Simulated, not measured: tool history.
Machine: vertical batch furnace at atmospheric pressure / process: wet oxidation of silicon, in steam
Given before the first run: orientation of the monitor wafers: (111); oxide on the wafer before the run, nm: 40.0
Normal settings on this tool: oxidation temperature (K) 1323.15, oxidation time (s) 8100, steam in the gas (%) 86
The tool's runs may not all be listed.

run    hour  oxidation temperature (K)  oxidation time (s)  steam in the gas (%)  read-back reference wafer on the same gauge, thickness  oxide thickness on the monitor wafer (nm)
  1       0                    1323.15                8100                    86                                                  822.21                                     952.05
  2    28.8                    1323.15                8100                    86                                                  821.42                                     970.04
  3    79.5                    1323.15                8100                    86                                                  821.56                                     963.16
  4   206.3                    1323.15                8100                    86                                                  820.54                                     951.54
  5   341.9                    1323.15                8100                    86                                                  822.83                                     956.34
  6   389.8                    1323.15                8100                    86                                                  821.31                                     959.91
  7   424.1                    1312.15                8100                    86                                                  821.92                                     925.47
  8   510.6                    1323.15                8100                    86                                                  821.93                                     957.29
  9   556.2                    1323.15                8100                    86                                                  821.31                                     963.01
 10   593.8                    1323.15                8100                    86                                                  821.49                                     960.05
 11   647.4                    1307.15                8100                    86                                                  821.77                                     901.65
 12   678.5                    1323.15                8100                    86                                                  821.58                                     959.05
 13   724.2                    1323.15                8100                    86                                                  821.45                                     965.95
      763.8  -- thermocouples replaced and temperature profile calibrated
 14   774.5                    1323.15                8100                    86                                                  822.12                                     960.57
 15   842.1                    1323.15                8100                    86                                                  823.25                                     960.11
 16     874                    1323.15                8100                    86                                                  822.63                                     963.82
 17   976.2                    1336.15               11520                    74                                                  821.45                                    1123.41
        983  -- gauge calibrated
 18  1019.7                    1323.15                8100                    86                                                  822.14                                     958.09
 19  1053.1                    1305.15                8100                    77                                                  821.85                                     835.82
 20  1102.9                    1323.15                8100                    86                                                  821.93                                      964.1
     1175.2  -- steam generator serviced
 21  1175.7                    1323.15                8100                    86                                                  821.87                                     949.32
 22  1194.5                    1323.15                9390                    93                                                  821.62                                    1079.02
 23  1261.4                    1323.15                4680                    86                                                  821.76                                      708.2
 24  1291.5                    1307.15               10290                    96                                                  821.78                                    1082.88
 25  1338.2                    1323.15                6360                    86                                                  821.97                                     839.37
 26  1538.5                    1310.15                8100                    86                                                  822.15                                     910.42
 27  1585.1                    1323.15                8100                    89                                                  822.76                                     984.14
 28  1636.8                    1301.15                8100                    77                                                  822.51                                     830.75
 29    1689                    1300.15                5100                    79                                                  822.32                                     648.01

5 ways to go on from here, each from the tool as it stands after run 29. What would each give?
  A  1695                    1323.15                8100                    82                                                       ?                                          ?
  B  1695                    1341.15                8100                    81                                                       ?                                          ?
  C  1695                    1314.15                4800                    96                                                       ?                                          ?
  D  1695                    1323.15                6930                    74                                                       ?                                          ?
  E  1695                    1344.15               11490                    90                                                       ?                                          ?

run  read-back reference wafer on the same gauge, thickness  oxide thickness on the monitor wafer (nm)
  A                                                   821.9                                      934.2
  B                                                   821.9                                     988.97
  C                                                   821.9                                     739.28
  D                                                   821.9                                      811.8
  E                                                   821.9                                    1270.72
Without the tool's hidden state the same runs would have given:
run  oxide thickness on the monitor wafer (nm)
  A                                      934.2
  B                                     988.97
  C                                     739.28
  D                                      811.8
  E                                    1270.72

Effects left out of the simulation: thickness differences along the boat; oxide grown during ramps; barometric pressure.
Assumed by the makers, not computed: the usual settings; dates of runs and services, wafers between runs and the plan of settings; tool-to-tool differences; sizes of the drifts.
